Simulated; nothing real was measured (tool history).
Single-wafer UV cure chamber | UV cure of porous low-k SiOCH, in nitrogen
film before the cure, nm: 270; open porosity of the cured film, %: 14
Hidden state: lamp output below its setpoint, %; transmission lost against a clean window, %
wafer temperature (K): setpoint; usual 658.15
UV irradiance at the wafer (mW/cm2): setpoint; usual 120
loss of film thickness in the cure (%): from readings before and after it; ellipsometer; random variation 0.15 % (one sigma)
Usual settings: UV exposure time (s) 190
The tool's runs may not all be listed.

run	hour	wafer temperature (K)	UV exposure time (s)	UV irradiance at the wafer (mW/cm2)	wafers since the last listed run	hours since the UV bulbs were replaced	wafers since the quartz window was cleaned	loss of film thickness in the cure (%)
1	0	663.15	260	120	0	2169.5	2113	12.689
# hour 20.6: quartz window cleaned
2	21.1	663.15	260	120	157	2190.6	6	13.569
3	40.2	663.15	260	120	229	2209.7	235	13.249
4	58.1	658.15	235	120	214	2227.6	450	12.183
5	89.7	658.15	235	120	379	2259.2	830	12.012
6	110.2	658.15	270	120	246	2279.7	1076	13.038
7	132.7	658.15	105	120	270	2302.2	1346	8.403
8	154.2	658.15	105	120	258	2323.7	1605	8.425
9	170.2	658.15	190	120	192	2339.7	1797	11.024
10	205.7	658.15	190	111	426	2375.2	2223	10.698
11	221.6	658.15	190	111	190	2391.1	2414	10.748
12	249.9	658.15	190	120	339	2419.4	2754	11.081
# hour 277.4: quartz window cleaned
13	284.8	658.15	190	120	323	2454.3	88	10.562
14	312.7	658.15	190	120	335	2482.2	424	10.44
15	399.3	658.15	190	120	1040	2568.8	1464	10.109
16	414.8	658.15	190	120	186	2584.3	1650	10.332
17	432	658.15	190	120	206	2601.5	1856	10.032
18	464.3	658.15	190	120	387	2633.8	2244	10.085
# hour 488.4: quartz window cleaned, repeated, since the last time left the tool worse
19	493.1	658.15	190	120	249	2662.6	56	11.24
20	508.4	658.15	190	120	183	2677.9	240	11.17
21	526.2	642.15	95	92	213	2695.7	454	6.853
22	549.8	658.15	135	144	283	2719.3	737	10.569
23	582.7	642.15	275	143	395	2752.2	1132	13.523
24	613.5	658.15	235	120	369	2783	1502	12.024
25	642.4	658.15	190	120	347	2811.9	1849	11.116
26	677.5	639.15	130	90	421	2847	2271	7.897
27	697.9	678.15	190	142	245	2867.4	2516	11.896
28	716.2	658.15	120	137	219	2885.7	2736	9.358
# hour 734.9: quartz window cleaned
29	749.6	677.15	190	145	305	2919.1	176	12.708
30	782	673.15	90	147	389	2951.5	565	9.142
# hour 792.2: UV bulbs replaced
31	803.2	650.15	120	120	158	11	724	8.966
32	831.4	651.15	120	120	338	39.2	1062	9.091
33	862.1	643.15	230	120	368	69.9	1431	11.942
34	874.7	658.15	190	120	151	82.5	1582	11.325
35	894.2	658.15	190	103	234	102	1817	10.392
36	926.5	658.15	190	94	387	134.3	2205	9.94
37	956.7	647.15	150	91	362	164.5	2567	8.529
# hour 971.8: quartz window cleaned
38	976.9	658.15	110	120	146	184.7	60	8.789
39	1013.6	658.15	190	84	440	221.4	501	9.878
40	1031.8	658.15	190	84	218	239.6	720	9.61

Measured less the same run without the tool's hidden state. The same run-to-run variation is in both; the gauge's scatter may not be:
run	loss of film thickness in the cure (%)
1	-0.49
2	-0.046
3	-0.161
4	-0.236
5	-0.341
6	-0.409
7	-0.39
8	-0.419
9	-0.472
10	-0.497
11	-0.508
12	-0.524
13	-0.887
14	-1.051
15	-1.297
16	-1.351
17	-1.335
18	-1.373
19	-0.079
20	-0.162
21	-0.209
22	-0.325
23	-0.433
24	-0.469
25	-0.494
26	-0.472
27	-0.531
28	-0.501
29	-0.112
30	-0.236
31	-0.296
32	-0.363
33	-0.447
34	-0.455
35	-0.456
36	-0.471
37	-0.461
38	-0.035
39	-0.209
40	-0.263

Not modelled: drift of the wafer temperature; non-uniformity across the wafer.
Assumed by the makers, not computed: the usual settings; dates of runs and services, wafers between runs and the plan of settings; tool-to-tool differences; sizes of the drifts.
